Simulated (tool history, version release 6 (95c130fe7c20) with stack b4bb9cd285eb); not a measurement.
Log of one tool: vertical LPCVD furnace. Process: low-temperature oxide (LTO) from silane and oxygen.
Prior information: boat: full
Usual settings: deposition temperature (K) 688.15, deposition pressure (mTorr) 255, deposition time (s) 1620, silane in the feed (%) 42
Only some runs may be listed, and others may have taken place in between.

| run | hour | deposition temperature (K) | deposition pressure (mTorr) | deposition time (s) | silane in the feed (%) | wafers since the last listed run | hours since the last temperature calibration | hours since the pressure gauge was zeroed | hours since the silane flow controller was replaced | hours since the gauge calibration | read-back reference wafer on the same gauge, thickness | film thickness on the monitor wafer in the middle of the boat (nm) |
|---|---|---|---|---|---|---|---|---|---|---|---|---|
| 1 | 0 | 688.15 | 255 | 1110 | 42 | 0 | 1957.6 | 731.6 | 2555.9 | 811.3 | 364.96 | 271.22 |
| 2 | 39.7 | 688.15 | 255 | 1620 | 42 | 778 | 1997.3 | 771.3 | 2595.6 | 851 | 364.95 | 394.45 |
| 3 | 70.1 | 688.15 | 255 | 1620 | 42 | 595 | 2027.7 | 801.7 | 2626 | 881.4 | 364.26 | 398.46 |
| 4 | 137.1 | 688.15 | 255 | 1620 | 42 | 1313 | 2094.7 | 868.7 | 2693 | 948.4 | 365.31 | 398.7 |
| 5 | 178.5 | 688.15 | 255 | 1620 | 42 | 811 | 2136.1 | 910.1 | 2734.4 | 989.8 | 364.72 | 396.42 |
| 6 | 208.3 | 688.15 | 255 | 1620 | 42 | 584 | 2165.9 | 939.9 | 2764.2 | 1019.6 | 364.95 | 401.14 |
| 7 | 240.4 | 688.15 | 240 | 1620 | 42 | 629 | 2198 | 972 | 2796.3 | 1051.7 | 364.55 | 374.4 |
| 8 | 307.9 | 688.15 | 240 | 1620 | 42 | 1322 | 2265.5 | 1039.5 | 2863.8 | 1119.2 | 364.73 | 378.54 |
| 9 | 374.6 | 688.15 | 240 | 1620 | 42 | 1307 | 2332.2 | 1106.2 | 2930.5 | 1185.9 | 364.83 | 375.13 |
| 10 | 407.7 | 688.15 | 255 | 1080 | 42 | 648 | 2365.3 | 1139.3 | 2963.6 | 1219 | 364.79 | 266.09 |
| 11 | 469.6 | 695.15 | 210 | 1620 | 42 | 1213 | 2427.2 | 1201.2 | 3025.5 | 1280.9 | 365.42 | 356.03 |
| 12 | 512.2 | 683.15 | 255 | 1620 | 49 | 834 | 2469.8 | 1243.8 | 3068.1 | 1323.5 | 365.34 | 442.14 |
|  | 540 | thermocouples replaced and temperature profile calibrated |
|  | 565.1 | gauge calibrated |
| 13 | 644.8 | 697.15 | 285 | 1620 | 42 | 2128 | 104.8 | 1376.4 | 3200.7 | 79.7 | 365.16 | 476.18 |
|  | 764.3 | silane flow controller replaced |
| 14 | 808.9 | 688.15 | 255 | 1620 | 42 | 2745 | 268.9 | 1540.5 | 44.6 | 243.8 | 365.16 | 392.69 |
| 15 | 875.2 | 699.15 | 230 | 1410 | 42 | 1299 | 335.2 | 1606.8 | 110.9 | 310.1 | 365.46 | 348.27 |
|  | 941.8 | pressure gauge zeroed |
| 16 | 942.3 | 688.15 | 255 | 1620 | 42 | 844 | 402.3 | 0.5 | 178 | 377.2 | 365.15 | 383.27 |
| 17 | 1113.4 | 691.15 | 275 | 2100 | 42 | 3353 | 573.4 | 171.6 | 349.1 | 548.3 | 365.33 | 557.91 |
| 18 | 1153.7 | 683.15 | 255 | 1620 | 42 | 789 | 613.7 | 211.9 | 389.4 | 588.6 | 365.1 | 367.01 |
| 19 | 1188.9 | 688.15 | 310 | 1620 | 46 | 689 | 648.9 | 247.1 | 424.6 | 623.8 | 364.71 | 511.74 |

Hidden state or all else? Some run-to-run changes of film thickness on the monitor wafer in the middle of the boat (nm), split into what the settings, what came in and random variation would give without the hidden state, and what is left for the hidden state (with any gauge scatter that isn't in both results):
Hidden state at play: true tube temperature minus thermocouple reading, K; true pressure minus gauge reading, mTorr; deviation of the silane flow from its setpoint, %; gauge reads high (%).
Run 12 -> 13: deposition temperature (K) 683.15 -> 697.15, deposition pressure (mTorr) 255 -> 285, silane in the feed (%) 49 -> 42, thermocouples replaced and temperature profile calibrated, gauge calibrated. film thickness on the monitor wafer in the middle of the boat (nm) +34.04: hidden state -13.49, all else +47.53.
Run 17 -> 18: deposition temperature (K) 691.15 -> 683.15, deposition pressure (mTorr) 275 -> 255, deposition time (s) 2100 -> 1620. film thickness on the monitor wafer in the middle of the boat (nm) -190.9: hidden state -5.17, all else -185.73.
